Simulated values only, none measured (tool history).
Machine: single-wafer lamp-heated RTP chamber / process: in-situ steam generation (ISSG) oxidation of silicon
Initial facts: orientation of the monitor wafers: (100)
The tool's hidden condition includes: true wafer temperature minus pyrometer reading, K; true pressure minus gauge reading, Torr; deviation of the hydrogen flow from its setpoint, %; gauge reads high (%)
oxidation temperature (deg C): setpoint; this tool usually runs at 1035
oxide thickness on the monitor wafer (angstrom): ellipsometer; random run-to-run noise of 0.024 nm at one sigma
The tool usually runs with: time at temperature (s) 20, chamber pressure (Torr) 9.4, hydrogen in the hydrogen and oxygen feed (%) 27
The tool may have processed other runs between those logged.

run   hour  oxidation temperature (deg C)  time at temperature (s)  chamber pressure (Torr)  hydrogen in the hydrogen and oxygen feed (%)  wafers since the last listed run  wafers since the last pyrometer calibration  hours since the pressure gauge was zeroed  hours since the hydrogen flow controller was replaced  hours since the gauge calibration  read-back reference wafer on the same gauge, thickness  oxide thickness on the monitor wafer (angstrom)
  1      0                           1035                       20                      9.4                                            27                                 0                                         2600                                       1380                                                 3645.4                                243                                                   7.302                                            75.56
  2   54.7                           1035                       20                      9.4                                            27                               882                                         3482                                     1434.7                                                 3700.1                              297.7                                                   7.295                                            75.13
  3    120                           1035                       20                      9.4                                            27                              1053                                         4535                                       1500                                                 3765.4                                363                                                   7.301                                             75.6
  4  154.1                           1035                       20                      9.4                                            27                               550                                         5085                                     1534.1                                                 3799.5                              397.1                                                   7.303                                            75.76
  5  221.4                           1050                       20                      9.4                                            23                              1085                                         6171                                     1601.4                                                 3866.8                              464.4                                                     7.3                                            78.47
     247.9  -- gauge calibrated
  6  248.6                           1050                       20                      9.4                                            23                               438                                         6610                                     1628.6                                                   3894                                0.7                                                   7.299                                            78.66
       267  -- pyrometer window cleaned and pyrometer calibrated
       268  -- hydrogen flow controller replaced
  7  315.1                           1050                       20                      9.4                                            23                               927                                          760                                     1695.1                                                   47.1                               67.2                                                   7.298                                            78.37
  8  378.2                           1035                       20                      9.4                                            21                              1017                                         1778                                     1758.2                                                  110.2                              130.3                                                     7.3                                            70.95
  9  425.5                           1046                       20                      9.4                                            27                               762                                         2541                                     1805.5                                                  157.5                              177.6                                                   7.299                                            79.78
 10  454.3                           1035                       20                      9.8                                            27                               464                                         3005                                     1834.3                                                  186.3                              206.4                                                   7.303                                            74.79
 11    511                           1035                       26                      8.8                                            32                               914                                         3920                                       1891                                                    243                              263.1                                                   7.303                                            90.06
     537.8  -- pressure gauge zeroed
 12  574.6                           1015                       12                      9.4                                            31                               896                                         4817                                       36.8                                                  306.6                              326.7                                                   7.299                                            56.25
 13    633                           1035                       20                      9.4                                            27                               942                                         5759                                       95.2                                                    365                              385.1                                                   7.306                                            74.83

For run 14, what comes out?
     641.9  -- gauge calibrated
 14   660                           1046                       26                      8.7                                            27                               435                                         6194                                      122.2                                                    392                               18.1                                                       ?                                                ?

{"run 14": {"read-back reference wafer on the same gauge, thickness": 7.304, "oxide thickness on the monitor wafer (angstrom)": 92.13}}
If the tool had no hidden condition, the same run with the same run-to-run variation would have returned oxide thickness on the monitor wafer (angstrom) 92.13.
